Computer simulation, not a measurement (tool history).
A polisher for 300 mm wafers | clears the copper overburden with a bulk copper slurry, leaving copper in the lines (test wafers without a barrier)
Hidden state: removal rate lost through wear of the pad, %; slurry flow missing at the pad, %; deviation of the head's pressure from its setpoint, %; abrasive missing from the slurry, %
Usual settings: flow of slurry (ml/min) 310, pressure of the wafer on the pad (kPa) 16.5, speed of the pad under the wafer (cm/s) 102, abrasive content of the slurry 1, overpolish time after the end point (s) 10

run,hour,flow of slurry (ml/min),pressure of the wafer on the pad (kPa),speed of the pad under the wafer (cm/s),abrasive content of the slurry,overpolish time after the end point (s),wafers since the last listed run,wafers polished on this pad,hours since the slurry nozzle was cleaned,hours since the head pressure was calibrated,hours since the slurry blender was calibrated,"incoming thickness of the incoming film, nm",time until the end point was called (s),dishing of a wide line in a test structure (Å)
1,0,310,16.5,102,1,10,0,267,72.1,961.4,44.4,714.1,97,484
2,20,310,16.5,102,1,10,146,413,92.1,981.4,64.4,713.5,96.2,493
3,48,310,16.5,102,1,10,204,618,120.1,1009.4,92.4,709.9,97.2,487
4,78.3,310,16.5,102,1,10,221,840,150.4,1039.7,122.7,721.8,98.7,471
5,98.3,310,16.5,102,1,10,146,986,170.4,1059.7,142.7,706.2,96,487
6,126.6,310,18.6,102,1,11,207,1193,198.7,1088,171,715,87,578
7,139.1,310,16.5,102,1,10,91,1284,211.2,1100.5,183.5,717.7,98.1,481
8,162,310,16.5,102,1,10,167,1452,234.1,1123.4,206.4,710.4,98.6,482
# hour 190.2: worn pad replaced by a new one
# hour 212.3: slurry blender recalibrated
9,263.4,310,16.5,102,1,10,697,520,335.5,1224.8,51.1,702.1,96.8,488
10,285.1,200,16.5,86,1,10,158,679,357.2,1246.5,72.8,726.7,121.2,403
11,318.5,390,16.5,70,0.75,8,244,923,390.6,1279.9,106.2,719.1,140.4,293
12,340.9,310,16.5,70,1.2,10,163,1087,413,1302.3,128.6,708.1,126.7,379
# hour 416.4: head pressure recalibrated
13,423.6,310,16.5,102,1,10,590,1677,495.7,7.2,211.3,719.4,98.4,476
# hour 426.4: slurry blender recalibrated
# hour 441.6: worn pad replaced by a new one
14,448,310,16.5,112,1,10,134,46,520.1,31.6,21.6,705.1,88.9,510
15,477.5,395,11.7,102,1.25,15,215,262,549.6,61.1,51.1,713.8,124.6,517
16,510.5,310,13.1,124,1.2,10,241,503,582.6,94.1,84.1,719.3,99.3,481
17,535.7,310,13.1,102,1,10,184,688,607.8,119.3,109.3,721.5,121.6,390
18,560.2,310,16.5,102,1,10,179,867,632.3,143.8,133.8,715.7,97,488
# hour 569.9: slurry nozzle cleaned
19,586.7,310,16.5,102,1,10,186,1053,16.8,170.3,160.3,715.8,99,490
20,601.2,310,16.5,102,1,10,106,1159,31.3,184.8,174.8,723.4,97.7,479
21,626.4,310,16.5,112,1.15,13,184,1344,56.5,210,200,716.9,86.9,638
# hour 653.9: worn pad replaced by a new one
# hour 654: slurry blender recalibrated
22,654.6,310,16.5,134,0.9,10,176,4,84.7,238.2,0.6,716.1,77.6,575
23,689.7,310,16.5,102,1,10,256,260,119.8,273.3,35.7,712.2,97.1,489
24,715.9,235,14.5,90,1,10,191,452,146,299.5,61.9,715.7,126.7,391
25,751.2,415,16.5,102,0.85,10,258,710,181.3,334.8,97.2,715.8,98.4,479
26,783.2,350,16.5,120,1.25,16,234,944,213.3,366.8,129.2,709.3,78.4,768
27,796.6,310,16.5,72,1,6,98,1042,226.7,380.2,142.6,704.8,128.4,240
28,822.3,200,16.5,118,0.8,8,188,1230,252.4,405.9,168.3,703.8,94.7,414
29,849.9,350,16.5,120,1.25,16,201,1432,280,433.5,195.9,723.9,80.4,771

3 ways to go on from here, each from the tool as it stands after run 29. What would each give?
A,850.4,310,22.1,102,1,10,3,1436,280.5,434,196.4,710.3,?,?
B,850.4,310,16.5,88,1,6,3,1436,280.5,434,196.4,710.3,?,?
C,850.4,310,15.2,102,1,10,3,1436,280.5,434,196.4,710.3,?,?

run,time until the end point was called (s),dishing of a wide line in a test structure (Å)
A,72.1,608
B,107.8,277
C,103.4,442
Without the tool's hidden state the same runs would have given:
run,time until the end point was called (s),dishing of a wide line in a test structure (Å)
A,72.1,608
B,107.8,277
C,103.4,442
